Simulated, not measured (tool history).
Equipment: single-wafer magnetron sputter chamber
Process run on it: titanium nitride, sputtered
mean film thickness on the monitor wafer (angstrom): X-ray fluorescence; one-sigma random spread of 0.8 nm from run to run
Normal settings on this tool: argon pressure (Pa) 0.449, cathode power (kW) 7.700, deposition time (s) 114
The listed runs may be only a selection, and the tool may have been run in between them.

run	hour	argon pressure (Pa)	cathode power (kW)	deposition time (s)	read-back reference wafer on the same gauge, thickness_nm	mean film thickness on the monitor wafer (angstrom)
1	0.0	0.449	7.700	114	131.857	1614.81
2	17.2	0.322	7.700	114	131.980	1678.57
3	48.3	0.322	7.700	114	132.057	1690.41
4	67.2	0.322	7.700	114	132.177	1679.10
5	87.4	0.502	7.700	101	131.822	1391.51
# hour 101.3: gauge calibrated
6	110.1	0.502	7.700	101	131.778	1391.37
7	125.9	0.449	7.700	114	132.161	1588.92
8	159.7	0.449	7.700	114	132.099	1581.27
9	179.1	0.449	7.700	114	132.105	1577.83
10	208.5	0.525	9.200	114	131.567	1665.91
11	244.2	0.525	9.200	114	131.949	1660.51
12	266.7	0.525	9.200	114	132.080	1653.06
13	287.5	0.449	6.850	107	131.533	1370.78
14	321.8	0.449	8.300	114	131.810	1599.46
# hour 352.0: sputter target and shields replaced
15	356.4	0.313	6.400	130	131.985	1808.07
# hour 397.7: magnet pack replaced
16	398.2	0.284	7.700	114	132.279	1751.50
17	406.8	0.532	9.600	94	132.002	1470.46
18	427.8	0.530	7.700	114	131.779	1570.63
19	445.5	0.525	9.200	114	132.204	1735.66
20	471.2	0.609	6.750	134	132.064	1685.48
21	491.3	0.321	6.500	114	131.983	1581.44
22	594.2	0.548	6.250	101	131.858	1251.15
# hour 634.9: gauge calibrated
23	640.3	0.449	7.700	114	131.719	1600.96
24	658.8	0.323	7.100	121	131.863	1722.17
25	688.7	0.449	7.700	114	132.290	1615.72
26	720.3	0.586	8.800	114	131.603	1623.72
27	737.6	0.449	7.700	114	132.447	1579.75
# hour 754.8: capacitance manometer re-zeroed and calibrated
28	768.5	0.273	8.350	133	131.794	2071.90
29	794.6	0.367	6.100	134	132.163	1719.01
30	820.9	0.500	7.700	114	132.346	1523.99
# hour 844.8: sputter target and shields replaced
31	845.3	0.598	8.650	114	131.859	1642.57
32	892.0	0.601	8.800	129	132.085	1870.86
33	998.4	0.449	8.650	101	131.966	1518.10
34	1016.7	0.327	7.700	114	132.390	1705.96

5 ways to go on from here, each from the tool as it stands after run 34. What would each give?
A	1017.1	0.449	9.200	114	?	?
B	1017.1	0.496	9.350	105	?	?
C	1017.1	0.584	9.150	114	?	?
D	1017.1	0.320	8.400	134	?	?
E	1017.1	0.282	7.700	114	?	?

run	read-back reference wafer on the same gauge, thickness_nm	mean film thickness on the monitor wafer (angstrom)
A	132.000	1768.19
B	132.000	1613.09
C	132.000	1672.77
D	132.000	2083.94
E	132.000	1721.88
With no hidden state in the tool, these same runs would have given:
run	mean film thickness on the monitor wafer (angstrom)
A	1783.83
B	1627.37
C	1687.58
D	2102.38
E	1737.12
